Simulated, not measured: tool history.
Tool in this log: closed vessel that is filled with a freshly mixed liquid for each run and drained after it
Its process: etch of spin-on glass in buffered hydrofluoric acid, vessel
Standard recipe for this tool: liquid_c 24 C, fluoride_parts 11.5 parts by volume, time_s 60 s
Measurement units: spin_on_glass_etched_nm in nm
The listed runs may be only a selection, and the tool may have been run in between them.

run,hour,liquid_c,fluoride_parts,time_s,"read-back film thickness of the spin-on glass reference wafer, read on the same gauge (nm)",spin_on_glass_etched_nm
1,0,20,8.5,60,99.99,106.2
# hour 15.8: hydrofluoric acid flow meter replaced
2,34.5,24,11.5,60,99.98,108.8
3,67.1,24,11.5,60,99.98,108.04
4,91.1,24,11.5,50,100,89.85
5,125.6,24,11.5,50,99.99,89
6,152.8,24,11.5,85,100.01,149.58
7,187.9,24,11.5,60,99.96,104.94
8,218.9,24,11.5,75,100.01,131.3
9,248.6,24,11.5,75,99.98,131.97
10,283.7,24,11.5,80,99.99,140.03
11,316.7,24,11.5,80,100.03,138.22
12,331.7,24,11.5,80,100,137.61
13,349.4,19.5,13.5,30,99.97,34.15
14,376.8,24,11.5,60,99.98,104.01
15,397.4,24,7.5,60,100.03,151.15
16,413.6,21,12.5,85,99.98,113.2
# hour 424.6: hydrofluoric acid flow meter replaced
17,428.2,22,10,30,100,55.09
# hour 439.5: gauge calibrated
18,456.5,24,11.5,60,100.02,106.35
# hour 468.8: thermometer replaced
19,476.1,24,15,80,100,110.2
20,493.4,24,11.5,60,99.99,106.86
21,527,24,11.5,60,100.05,106.43
22,539.9,27,13.5,60,100,108.27
23,569.3,24,13.5,75,100,112.44
24,598.5,22.5,10,30,100,55.82

Forecast each of these 4 alternatives for the next run:
A,599.2,24,11.5,60,?,?
B,599.2,22.5,11.5,75,?,?
C,599.2,27,7.5,35,?,?
D,599.2,24,11.5,70,?,?

run,"read-back film thickness of the spin-on glass reference wafer, read on the same gauge (nm)",spin_on_glass_etched_nm
A,99.99,106.19
B,99.99,122.26
C,99.99,108.28
D,99.99,123.89
Had the tool no hidden state, the same runs would have come out as:
run,spin_on_glass_etched_nm
A,109.51
B,126.08
C,112.03
D,127.76
